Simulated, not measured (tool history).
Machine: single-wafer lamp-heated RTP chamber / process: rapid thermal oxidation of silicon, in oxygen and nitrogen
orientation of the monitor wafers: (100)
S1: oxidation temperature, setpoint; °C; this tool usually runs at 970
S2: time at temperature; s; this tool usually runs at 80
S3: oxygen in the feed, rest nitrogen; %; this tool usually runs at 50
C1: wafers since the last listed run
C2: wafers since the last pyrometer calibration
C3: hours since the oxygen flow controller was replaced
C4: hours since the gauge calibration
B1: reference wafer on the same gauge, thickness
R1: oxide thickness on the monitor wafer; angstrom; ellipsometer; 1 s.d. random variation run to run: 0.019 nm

Run 1, hour 0: usual settings; C1 0; C2 2813; C3 4209.2; C4 458; B1 3.429. Result: R1 41.38 angstrom.
Run 2, hour 64: usual settings; C1 366; C2 3180; C3 4273.2; C4 522; B1 3.43. Result: R1 41.19 angstrom.
Run 3, hour 118.8: usual settings; C1 314; C2 3494; C3 4328; C4 576.8; B1 3.424. Result: R1 41.56 angstrom.
Run 4, hour 170.9: usual settings but S2 100 s; C1 298; C2 3793; C3 4380.1; C4 628.9; B1 3.429. Result: R1 45.92 angstrom.
Run 5, hour 242.1: usual settings; C1 408; C2 4201; C3 4451.3; C4 700.1; B1 3.426. Result: R1 42.05 angstrom.
Run 6, hour 287.3: usual settings; C1 259; C2 4460; C3 4496.5; C4 745.3; B1 3.429. Result: R1 42.09 angstrom.
Run 7, hour 330.6: usual settings; C1 248; C2 4709; C3 4539.8; C4 788.6; B1 3.431. Result: R1 42.25 angstrom.
Run 8, hour 372.9: usual settings; C1 242; C2 4951; C3 4582.1; C4 830.9; B1 3.435. Result: R1 41.83 angstrom.
Run 9, hour 444.4: usual settings but S2 93 s; C1 409; C2 5361; C3 4653.6; C4 902.4; B1 3.433. Result: R1 45.13 angstrom.
Run 10, hour 484.6: usual settings but S2 93 s; C1 230; C2 5592; C3 4693.8; C4 942.6; B1 3.423. Result: R1 44.95 angstrom.
Run 11, hour 545.2: usual settings but S2 49 s, S3 43 %; C1 347; C2 5939; C3 4754.4; C4 1003.2; B1 3.438. Result: R1 33.69 angstrom.
Run 12, hour 585.2: usual settings but S2 49 s, S3 43 %; C1 229; C2 6168; C3 4794.4; C4 1043.2; B1 3.431. Result: R1 33.48 angstrom.
At hour 653.5: pyrometer window cleaned and pyrometer calibrated.
At hour 657.3: oxygen flow controller replaced.
Run 13, hour 657.8: usual settings; C1 348; C2 2; C3 0.5; C4 1115.8; B1 3.436. Result: R1 40.1 angstrom.
Run 14, hour 674.1: usual settings; C1 93; C2 96; C3 16.8; C4 1132.1; B1 3.433. Result: R1 39.98 angstrom.
Run 15, hour 740: usual settings; C1 377; C2 473; C3 82.7; C4 1198; B1 3.436. Result: R1 40.56 angstrom.
Run 16, hour 771.2: usual settings; C1 178; C2 652; C3 113.9; C4 1229.2; B1 3.429. Result: R1 40.33 angstrom.
Run 17, hour 801.2: usual settings; C1 172; C2 824; C3 143.9; C4 1259.2; B1 3.425. Result: R1 40.32 angstrom.
Run 18, hour 827.8: usual settings; C1 152; C2 977; C3 170.5; C4 1285.8; B1 3.426. Result: R1 40.31 angstrom.
At hour 881.5: gauge calibrated.
Run 19, hour 890.7: usual settings but S3 28 %; C1 360; C2 1338; C3 233.4; C4 9.2; B1 3.424. Result: R1 34.18 angstrom.
Run 20, hour 924.8: usual settings; C1 195; C2 1533; C3 267.5; C4 43.3; B1 3.429. Result: R1 40.4 angstrom.

What will run 21 give?
Run 21, hour 984.1: usual settings; C1 340; C2 1873; C3 326.8; C4 102.6; B1 ?. Result: R1 ?.

B1: 3.422
R1: 40.79 angstrom
Without the tool's hidden state the same run would have given R1 40.01 angstrom.
